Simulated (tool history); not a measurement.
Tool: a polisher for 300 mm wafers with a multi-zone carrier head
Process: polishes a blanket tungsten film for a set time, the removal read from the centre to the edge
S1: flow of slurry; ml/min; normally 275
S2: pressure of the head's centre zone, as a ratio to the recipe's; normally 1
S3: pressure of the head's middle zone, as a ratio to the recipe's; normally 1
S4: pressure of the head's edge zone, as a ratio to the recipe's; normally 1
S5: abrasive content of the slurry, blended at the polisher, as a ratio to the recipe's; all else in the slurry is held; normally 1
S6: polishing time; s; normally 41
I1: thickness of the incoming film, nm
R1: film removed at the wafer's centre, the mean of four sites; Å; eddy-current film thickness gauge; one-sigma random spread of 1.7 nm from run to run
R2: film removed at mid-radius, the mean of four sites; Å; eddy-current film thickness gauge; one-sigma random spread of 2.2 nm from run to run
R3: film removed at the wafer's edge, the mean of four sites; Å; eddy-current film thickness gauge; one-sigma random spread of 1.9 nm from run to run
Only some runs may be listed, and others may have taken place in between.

Run 1, hour 0: usual settings but S2 0.96; I1 963.8. Result: R1 1640 Å, R2 1685 Å, R3 1707 Å.
Run 2, hour 17.5: usual settings; I1 969. Result: R1 1725 Å, R2 1664 Å, R3 1687 Å.
Run 3, hour 41.8: usual settings; I1 955.7. Result: R1 1696 Å, R2 1658 Å, R3 1674 Å.
Run 4, hour 73.3: usual settings; I1 970.9. Result: R1 1699 Å, R2 1659 Å, R3 1678 Å.
At hour 91.8: worn pad replaced by a new one.
Run 5, hour 96.6: usual settings; I1 953.6. Result: R1 1627 Å, R2 1583 Å, R3 1692 Å.
Run 6, hour 121.8: usual settings; I1 957.5. Result: R1 1639 Å, R2 1602 Å, R3 1634 Å.
At hour 129.4: centre zone pressure recalibrated.
Run 7, hour 142.4: usual settings; I1 945.6. Result: R1 1639 Å, R2 1599 Å, R3 1613 Å.
At hour 161.2: carrier head's membrane replaced by a new one.
Run 8, hour 166: usual settings but S2 0.96; I1 974.3. Result: R1 1507 Å, R2 1547 Å, R3 1605 Å.
Run 9, hour 181.7: usual settings but S3 0.92, S5 0.8; I1 974.5. Result: R1 1474 Å, R2 1401 Å, R3 1520 Å.
At hour 186.9: slurry nozzle cleaned.
At hour 190.4: worn pad replaced by a new one.
Run 10, hour 198.9: usual settings; I1 962.2. Result: R1 1752 Å, R2 1716 Å, R3 1715 Å.
Run 11, hour 234.1: usual settings but S3 0.93, S4 1.08, S5 0.8; I1 973.4. Result: R1 1691 Å, R2 1561 Å, R3 1718 Å.
Run 12, hour 256.8: usual settings but S4 1.05; I1 959.5. Result: R1 1755 Å, R2 1693 Å, R3 1751 Å.
Run 13, hour 280.3: usual settings but S1 345 ml/min, S3 1.05; I1 969.4. Result: R1 1787 Å, R2 1816 Å, R3 1745 Å.
At hour 288.3: worn pad replaced by a new one.
At hour 298.2: edge zone pressure recalibrated.
Run 14, hour 298.7: usual settings; I1 962.9. Result: R1 1761 Å, R2 1704 Å, R3 1683 Å.
Run 15, hour 326.1: usual settings but S1 340 ml/min, S3 0.89, S4 0.89, S5 0.75; I1 963.7. Result: R1 1692 Å, R2 1472 Å, R3 1577 Å.

Run 16 has not been measured yet. What should we expect?
Run 16, hour 353.1: usual settings but S3 1.08, S5 0.85, S6 28 s; I1 957.9. Result: R1 ?, R2 ?, R3 ?.

R1: 1119 Å
R2: 1198 Å
R3: 1127 Å
With no hidden state in the tool, this same run would have given R1 1137 Å, R2 1214 Å, R3 1139 Å.

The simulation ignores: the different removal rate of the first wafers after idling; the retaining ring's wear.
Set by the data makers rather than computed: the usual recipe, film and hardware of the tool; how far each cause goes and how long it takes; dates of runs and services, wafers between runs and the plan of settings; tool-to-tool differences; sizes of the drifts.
